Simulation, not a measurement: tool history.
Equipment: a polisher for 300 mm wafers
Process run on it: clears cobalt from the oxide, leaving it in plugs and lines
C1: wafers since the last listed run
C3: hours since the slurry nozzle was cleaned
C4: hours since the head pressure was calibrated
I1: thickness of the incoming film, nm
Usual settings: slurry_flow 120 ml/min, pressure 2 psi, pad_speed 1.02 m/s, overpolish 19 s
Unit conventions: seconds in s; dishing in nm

run 1 hour=0 | slurry_flow=120 pressure=2 pad_speed=1.02 overpolish=19 | C1=0 wafers_polished_on_this_pad=997 C3=556.5 C4=918 | I1=374.2 | seconds=67.6 dishing=46.2
run 2 hour=59.9 | slurry_flow=120 pressure=2 pad_speed=1.02 overpolish=24 | C1=463 wafers_polished_on_this_pad=1461 C3=616.4 C4=977.9 | I1=381 | seconds=67.9 dishing=51.5
-- hour=89.9 worn pad replaced by a new one
run 3 hour=109.2 | slurry_flow=120 pressure=2 pad_speed=1.02 overpolish=24 | C1=350 wafers_polished_on_this_pad=149 C3=665.7 C4=1027.2 | I1=385.9 | seconds=67.9 dishing=51
run 4 hour=138.7 | slurry_flow=120 pressure=2 pad_speed=1.02 overpolish=24 | C1=228 wafers_polished_on_this_pad=377 C3=695.2 C4=1056.7 | I1=376.4 | seconds=65.6 dishing=51.6
run 5 hour=189.5 | slurry_flow=120 pressure=2 pad_speed=1.02 overpolish=19 | C1=393 wafers_polished_on_this_pad=770 C3=746 C4=1107.5 | I1=380 | seconds=67.2 dishing=48.5
run 6 hour=245.3 | slurry_flow=120 pressure=2 pad_speed=1.02 overpolish=19 | C1=431 wafers_polished_on_this_pad=1202 C3=801.8 C4=1163.3 | I1=378 | seconds=66.5 dishing=48.1
run 7 hour=311.3 | slurry_flow=120 pressure=2 pad_speed=1.02 overpolish=19 | C1=510 wafers_polished_on_this_pad=1713 C3=867.8 C4=1229.3 | I1=382.2 | seconds=65.6 dishing=47.5
run 8 hour=348.9 | slurry_flow=120 pressure=2 pad_speed=1.02 overpolish=28 | C1=291 wafers_polished_on_this_pad=2004 C3=905.4 C4=1266.9 | I1=384.4 | seconds=66.7 dishing=53.2
-- hour=371.8 worn pad replaced by a new one
run 9 hour=399.6 | slurry_flow=120 pressure=2 pad_speed=1.02 overpolish=19 | C1=361 wafers_polished_on_this_pad=215 C3=956.1 C4=1317.6 | I1=378 | seconds=66.9 dishing=47.3
run 10 hour=442.7 | slurry_flow=120 pressure=2 pad_speed=1.02 overpolish=19 | C1=333 wafers_polished_on_this_pad=549 C3=999.2 C4=1360.7 | I1=382.2 | seconds=66 dishing=48.5
-- hour=466.6 slurry nozzle cleaned
run 11 hour=501.7 | slurry_flow=120 pressure=2 pad_speed=1.02 overpolish=19 | C1=448 wafers_polished_on_this_pad=998 C3=35.1 C4=1419.7 | I1=380.4 | seconds=66.6 dishing=48.8
run 12 hour=549.1 | slurry_flow=120 pressure=2 pad_speed=1.02 overpolish=19 | C1=366 wafers_polished_on_this_pad=1364 C3=82.5 C4=1467.1 | I1=382.9 | seconds=65.9 dishing=48
run 13 hour=587.4 | slurry_flow=120 pressure=2.4 pad_speed=1.02 overpolish=28 | C1=296 wafers_polished_on_this_pad=1661 C3=120.8 C4=1505.4 | I1=377.4 | seconds=54.3 dishing=55.5
-- hour=597.5 head pressure recalibrated
run 14 hour=613.5 | slurry_flow=145 pressure=2.4 pad_speed=1.16 overpolish=14 | C1=186 wafers_polished_on_this_pad=1848 C3=146.9 C4=16 | I1=377 | seconds=44 dishing=48.9
-- hour=635.8 worn pad replaced by a new one
run 15 hour=662.7 | slurry_flow=120 pressure=2 pad_speed=1.02 overpolish=19 | C1=349 wafers_polished_on_this_pad=208 C3=196.1 C4=65.2 | I1=385.7 | seconds=62.8 dishing=49.2
run 16 hour=729.4 | slurry_flow=100 pressure=2.4 pad_speed=1.34 overpolish=19 | C1=516 wafers_polished_on_this_pad=724 C3=262.8 C4=131.9 | I1=379 | seconds=42.5 dishing=53.8
run 17 hour=791.8 | slurry_flow=120 pressure=2 pad_speed=1.02 overpolish=19 | C1=483 wafers_polished_on_this_pad=1207 C3=325.2 C4=194.3 | I1=380.1 | seconds=60.2 dishing=49.3
run 18 hour=828.1 | slurry_flow=95 pressure=2 pad_speed=1.02 overpolish=15 | C1=281 wafers_polished_on_this_pad=1488 C3=361.5 C4=230.6 | I1=385.1 | seconds=66.6 dishing=43.7
-- hour=843.5 head pressure recalibrated, repeated, since the last time left the tool worse
run 19 hour=890.3 | slurry_flow=100 pressure=2 pad_speed=0.92 overpolish=28 | C1=466 wafers_polished_on_this_pad=1955 C3=423.7 C4=46.8 | I1=381.8 | seconds=80.4 dishing=52.5
-- hour=897.8 worn pad replaced by a new one
run 20 hour=927.3 | slurry_flow=80 pressure=1.5 pad_speed=1.38 overpolish=19 | C1=255 wafers_polished_on_this_pad=228 C3=460.7 C4=83.8 | I1=378.3 | seconds=80.4 dishing=43.6
run 21 hour=1008.5 | slurry_flow=120 pressure=2 pad_speed=1.02 overpolish=19 | C1=628 wafers_polished_on_this_pad=856 C3=541.9 C4=165 | I1=374.8 | seconds=70 dishing=47.6
run 22 hour=1066.3 | slurry_flow=120 pressure=2 pad_speed=1.16 overpolish=28 | C1=447 wafers_polished_on_this_pad=1304 C3=599.7 C4=222.8 | I1=377.7 | seconds=61.9 dishing=53.6
-- hour=1110.6 worn pad replaced by a new one
run 23 hour=1129.8 | slurry_flow=120 pressure=2.6 pad_speed=1.02 overpolish=19 | C1=460 wafers_polished_on_this_pad=148 C3=663.2 C4=286.3 | I1=383 | seconds=54 dishing=51.4
run 24 hour=1161 | slurry_flow=120 pressure=1.7 pad_speed=1.3 overpolish=19 | C1=241 wafers_polished_on_this_pad=389 C3=694.4 C4=317.5 | I1=378.7 | seconds=70.2 dishing=48.4
run 25 hour=1241.4 | slurry_flow=120 pressure=2 pad_speed=1.02 overpolish=19 | C1=622 wafers_polished_on_this_pad=1012 C3=774.8 C4=397.9 | I1=374.4 | seconds=66.8 dishing=48

3 ways to go on from here, each from the tool as it stands after run 25. What would each give?
run A hour=1241.8 | slurry_flow=120 pressure=2 pad_speed=0.88 overpolish=19 | C1=3 wafers_polished_on_this_pad=1015 C3=775.2 C4=398.3 | I1=382.4 | seconds=? dishing=?
run B hour=1241.8 | slurry_flow=90 pressure=2.6 pad_speed=1.28 overpolish=16 | C1=3 wafers_polished_on_this_pad=1015 C3=775.2 C4=398.3 | I1=382.4 | seconds=? dishing=?
run C hour=1241.8 | slurry_flow=135 pressure=1.4 pad_speed=1.02 overpolish=19 | C1=3 wafers_polished_on_this_pad=1015 C3=775.2 C4=398.3 | I1=382.4 | seconds=? dishing=?

run=A seconds=77.6 dishing=45.6
run=B seconds=48.8 dishing=50.3
run=C seconds=97.3 dishing=41.3
With no hidden state in the tool, these same runs would have given:
run=A seconds=78.6 dishing=45.4
run=B seconds=49.4 dishing=50.1
run=C seconds=98.5 dishing=41
